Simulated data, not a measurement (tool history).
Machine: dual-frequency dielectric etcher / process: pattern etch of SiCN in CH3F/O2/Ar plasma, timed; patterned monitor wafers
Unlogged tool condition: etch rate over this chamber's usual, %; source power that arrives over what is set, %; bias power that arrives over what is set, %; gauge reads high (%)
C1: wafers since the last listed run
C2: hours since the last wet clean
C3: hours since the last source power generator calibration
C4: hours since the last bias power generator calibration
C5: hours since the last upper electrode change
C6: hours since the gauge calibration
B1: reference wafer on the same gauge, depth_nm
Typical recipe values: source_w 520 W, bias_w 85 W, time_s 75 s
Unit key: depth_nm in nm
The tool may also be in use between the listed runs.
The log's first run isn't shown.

run 2 day=2.162 | source_w=520 bias_w=85 time_s=75 | C1=757 C2=246.1 C3=4620.2 C4=1822.2 C5=4928 C6=442.9 | B1=41.36 | depth_nm=39.42
run 3 day=2.842 | source_w=520 bias_w=85 time_s=75 | C1=237 C2=262.4 C3=4636.5 C4=1838.5 C5=4944.3 C6=459.2 | B1=41.46 | depth_nm=39.3
run 4 day=3.117 | source_w=520 bias_w=85 time_s=75 | C1=96 C2=269 C3=4643.1 C4=1845.1 C5=4950.9 C6=465.8 | B1=41.34 | depth_nm=39.41
run 5 day=4.617 | source_w=520 bias_w=85 time_s=75 | C1=525 C2=305 C3=4679.1 C4=1881.1 C5=4986.9 C6=501.8 | B1=41.39 | depth_nm=39.14
run 6 day=4.971 | source_w=520 bias_w=85 time_s=75 | C1=124 C2=313.5 C3=4687.6 C4=1889.6 C5=4995.4 C6=510.3 | B1=41.33 | depth_nm=39.57
run 7 day=5.621 | source_w=520 bias_w=85 time_s=75 | C1=227 C2=329.1 C3=4703.2 C4=1905.2 C5=5011 C6=525.9 | B1=41.44 | depth_nm=39.41
-- day=5.975 gauge calibrated
-- day=6.758 upper electrode replaced
run 8 day=6.779 | source_w=520 bias_w=85 time_s=75 | C1=55 C2=356.9 C3=4731 C4=1933 C5=0.5 C6=19.3 | B1=41.41 | depth_nm=39.57
run 9 day=6.796 | source_w=520 bias_w=85 time_s=75 | C1=5 C2=357.3 C3=4731.4 C4=1933.4 C5=0.9 C6=19.7 | B1=41.38 | depth_nm=39.75
run 10 day=7.092 | source_w=520 bias_w=85 time_s=75 | C1=103 C2=364.4 C3=4738.5 C4=1940.5 C5=8 C6=26.8 | B1=41.36 | depth_nm=39.44
-- day=8.35 wet clean of the chamber
run 11 day=8.371 | source_w=520 bias_w=85 time_s=79.5 | C1=97 C2=0.5 C3=4769.2 C4=1971.2 C5=38.7 C6=57.5 | B1=41.35 | depth_nm=39.29
run 12 day=8.383 | source_w=520 bias_w=85 time_s=79.5 | C1=4 C2=0.8 C3=4769.5 C4=1971.5 C5=39 C6=57.8 | B1=41.41 | depth_nm=39.34
run 13 day=8.396 | source_w=520 bias_w=85 time_s=75 | C1=4 C2=1.1 C3=4769.8 C4=1971.8 C5=39.3 C6=58.1 | B1=41.41 | depth_nm=37.1
run 14 day=8.979 | source_w=520 bias_w=85 time_s=75 | C1=204 C2=15.1 C3=4783.8 C4=1985.8 C5=53.3 C6=72.1 | B1=41.41 | depth_nm=37.36
run 15 day=9.504 | source_w=630 bias_w=98 time_s=89 | C1=183 C2=27.7 C3=4796.4 C4=1998.4 C5=65.9 C6=84.7 | B1=41.38 | depth_nm=48.68
-- day=10.133 source power generator calibrated
run 16 day=10.154 | source_w=520 bias_w=85 time_s=92 | C1=169 C2=43.3 C3=0.5 C4=2014 C5=81.5 C6=100.3 | B1=41.34 | depth_nm=45.82
run 17 day=10.517 | source_w=520 bias_w=69 time_s=64 | C1=126 C2=52 C3=9.2 C4=2022.7 C5=90.2 C6=109 | B1=41.43 | depth_nm=30.34
run 18 day=11.133 | source_w=560 bias_w=106 time_s=57.5 | C1=215 C2=66.8 C3=24 C4=2037.5 C5=105 C6=123.8 | B1=41.37 | depth_nm=31.28
-- day=12.362 wet clean of the chamber, repeated, since the last time left the tool worse
run 19 day=12.383 | source_w=560 bias_w=106 time_s=57.5 | C1=87 C2=0.5 C3=54 C4=2067.5 C5=135 C6=153.8 | B1=41.49 | depth_nm=32.14
run 20 day=12.396 | source_w=520 bias_w=85 time_s=75 | C1=4 C2=0.8 C3=54.3 C4=2067.8 C5=135.3 C6=154.1 | B1=41.4 | depth_nm=39.34
run 21 day=12.562 | source_w=570 bias_w=68 time_s=87.5 | C1=58 C2=4.8 C3=58.3 C4=2071.8 C5=139.3 C6=158.1 | B1=41.4 | depth_nm=44.77
run 22 day=13.062 | source_w=520 bias_w=91 time_s=75 | C1=175 C2=16.8 C3=70.3 C4=2083.8 C5=151.3 C6=170.1 | B1=41.28 | depth_nm=39.91
run 23 day=13.454 | source_w=520 bias_w=100 time_s=75 | C1=137 C2=26.2 C3=79.7 C4=2093.2 C5=160.7 C6=179.5 | B1=41.4 | depth_nm=40.63
run 24 day=13.767 | source_w=410 bias_w=98 time_s=75 | C1=109 C2=33.7 C3=87.2 C4=2100.7 C5=168.2 C6=187 | B1=41.43 | depth_nm=36.8
run 25 day=14.225 | source_w=520 bias_w=85 time_s=79.5 | C1=160 C2=44.7 C3=98.2 C4=2111.7 C5=179.2 C6=198 | B1=41.39 | depth_nm=41.4

What will run 26 give?
-- day=14.6 bias power generator calibrated
run 26 day=15.65 | source_w=430 bias_w=105 time_s=66 | C1=440 C2=78.9 C3=132.4 C4=25.2 C5=213.4 C6=232.2 | B1=? | depth_nm=?

B1: 41.4
depth_nm: 33.92 nm
With the hidden condition absent and the run-to-run variation left alone, this run would have shown depth_nm 33.64 nm.
